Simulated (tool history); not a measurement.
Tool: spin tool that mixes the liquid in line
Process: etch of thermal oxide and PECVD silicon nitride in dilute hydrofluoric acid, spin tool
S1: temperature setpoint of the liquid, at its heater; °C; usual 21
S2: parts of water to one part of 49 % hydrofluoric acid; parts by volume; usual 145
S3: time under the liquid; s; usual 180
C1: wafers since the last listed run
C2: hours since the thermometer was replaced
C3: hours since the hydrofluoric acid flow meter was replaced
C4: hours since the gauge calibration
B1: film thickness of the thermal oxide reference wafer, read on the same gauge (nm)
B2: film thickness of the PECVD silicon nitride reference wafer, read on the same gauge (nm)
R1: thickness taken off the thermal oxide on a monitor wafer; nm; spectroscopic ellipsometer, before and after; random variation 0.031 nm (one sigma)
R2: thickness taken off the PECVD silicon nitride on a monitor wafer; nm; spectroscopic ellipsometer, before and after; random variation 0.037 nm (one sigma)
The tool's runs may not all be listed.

run 1 hour=0 | S1=23.5 S2=145 S3=180 | C1=0 C2=1277.1 C3=1008.4 C4=154.2 | B1=40.02 B2=39.979 | R1=6.53 R2=3.495
run 2 hour=11.7 | S1=23.5 S2=145 S3=180 | C1=66 C2=1288.8 C3=1020.1 C4=165.9 | B1=39.97 B2=39.984 | R1=6.64 R2=3.58
run 3 hour=22.2 | S1=17 S2=145 S3=180 | C1=59 C2=1299.3 C3=1030.6 C4=176.4 | B1=39.99 B2=40.012 | R1=5.07 R2=2.325
run 4 hour=30.7 | S1=21 S2=145 S3=180 | C1=48 C2=1307.8 C3=1039.1 C4=184.9 | B1=40.01 B2=39.994 | R1=5.97 R2=2.992
run 5 hour=38.9 | S1=21 S2=145 S3=180 | C1=46 C2=1316 C3=1047.3 C4=193.1 | B1=40.04 B2=40.007 | R1=5.93 R2=2.997
run 6 hour=46.7 | S1=21 S2=145 S3=180 | C1=44 C2=1323.8 C3=1055.1 C4=200.9 | B1=40.01 B2=39.985 | R1=5.94 R2=2.968
run 7 hour=57.4 | S1=21 S2=145 S3=180 | C1=60 C2=1334.5 C3=1065.8 C4=211.6 | B1=40 B2=40.022 | R1=5.9 R2=2.993
run 8 hour=71.5 | S1=22.5 S2=145 S3=180 | C1=80 C2=1348.6 C3=1079.9 C4=225.7 | B1=40.03 B2=39.999 | R1=6.39 R2=3.339
run 9 hour=82.1 | S1=22.5 S2=145 S3=180 | C1=60 C2=1359.2 C3=1090.5 C4=236.3 | B1=39.98 B2=39.996 | R1=6.34 R2=3.311
run 10 hour=97.5 | S1=22.5 S2=145 S3=180 | C1=87 C2=1374.6 C3=1105.9 C4=251.7 | B1=40.01 B2=39.989 | R1=6.41 R2=3.329
run 11 hour=111.6 | S1=24.5 S2=145 S3=180 | C1=80 C2=1388.7 C3=1120 C4=265.8 | B1=40.02 B2=40.012 | R1=6.93 R2=3.918
run 12 hour=128.5 | S1=24.5 S2=145 S3=180 | C1=96 C2=1405.6 C3=1136.9 C4=282.7 | B1=40 B2=39.981 | R1=6.92 R2=3.892
run 13 hour=139.3 | S1=22.5 S2=145 S3=180 | C1=61 C2=1416.4 C3=1147.7 C4=293.5 | B1=39.97 B2=39.992 | R1=6.42 R2=3.381
run 14 hour=149.6 | S1=17 S2=200 S3=180 | C1=58 C2=1426.7 C3=1158 C4=303.8 | B1=39.99 B2=39.993 | R1=3.54 R2=1.719
run 15 hour=157.4 | S1=21 S2=145 S3=180 | C1=44 C2=1434.5 C3=1165.8 C4=311.6 | B1=40.02 B2=39.999 | R1=6.04 R2=3.022
run 16 hour=171.2 | S1=21 S2=145 S3=180 | C1=78 C2=1448.3 C3=1179.6 C4=325.4 | B1=40.01 B2=40.009 | R1=6.1 R2=2.979
-- hour=180.6 gauge calibrated
run 17 hour=184.1 | S1=17 S2=125 S3=290 | C1=73 C2=1461.2 C3=1192.5 C4=3.5 | B1=39.96 B2=40.01 | R1=9.78 R2=4.235
-- hour=206 hydrofluoric acid flow meter replaced
-- hour=210.7 thermometer replaced
run 18 hour=230.4 | S1=19.5 S2=145 S3=100 | C1=251 C2=19.7 C3=24.4 C4=49.8 | B1=39.99 B2=40.002 | R1=2.74 R2=1.355
run 19 hour=241.7 | S1=21 S2=145 S3=180 | C1=64 C2=31 C3=35.7 C4=61.1 | B1=40.04 B2=40.005 | R1=5.27 R2=2.736
run 20 hour=256.5 | S1=23 S2=90 S3=105 | C1=84 C2=45.8 C3=50.5 C4=75.9 | B1=40.01 B2=39.984 | R1=5.71 R2=2.888
run 21 hour=264.5 | S1=25.5 S2=120 S3=115 | C1=45 C2=53.8 C3=58.5 C4=83.9 | B1=40.02 B2=40.007 | R1=4.91 R2=2.827
run 22 hour=278.3 | S1=17 S2=120 S3=255 | C1=78 C2=67.6 C3=72.3 C4=97.7 | B1=40 B2=39.986 | R1=7.94 R2=3.44
run 23 hour=293.6 | S1=17 S2=145 S3=180 | C1=86 C2=82.9 C3=87.6 C4=113 | B1=39.96 B2=39.992 | R1=4.51 R2=2.098
run 24 hour=307.6 | S1=21 S2=105 S3=150 | C1=79 C2=96.9 C3=101.6 C4=127 | B1=40.01 B2=40.001 | R1=6.36 R2=3.155

3 ways to go on from here, each from the tool as it stands after run 24. What would each give?
run A hour=308.1 | S1=21 S2=145 S3=180 | C1=2 C2=97.4 C3=102.1 C4=127.5 | B1=? B2=? | R1=? R2=?
run B hour=308.1 | S1=21 S2=185 S3=180 | C1=2 C2=97.4 C3=102.1 C4=127.5 | B1=? B2=? | R1=? R2=?
run C hour=308.1 | S1=21 S2=95 S3=130 | C1=2 C2=97.4 C3=102.1 C4=127.5 | B1=? B2=? | R1=? R2=?

run=A B1=39.99 B2=40.013 R1=5.3 R2=2.695
run=B B1=39.99 B2=40.013 R1=3.99 R2=2.124
run=C B1=39.99 B2=40.013 R1=6.17 R2=2.944
Without the tool's hidden state the same runs would have given:
run=A R1=5.18 R2=2.642
run=B R1=3.89 R2=2.082
run=C R1=6.03 R2=2.886

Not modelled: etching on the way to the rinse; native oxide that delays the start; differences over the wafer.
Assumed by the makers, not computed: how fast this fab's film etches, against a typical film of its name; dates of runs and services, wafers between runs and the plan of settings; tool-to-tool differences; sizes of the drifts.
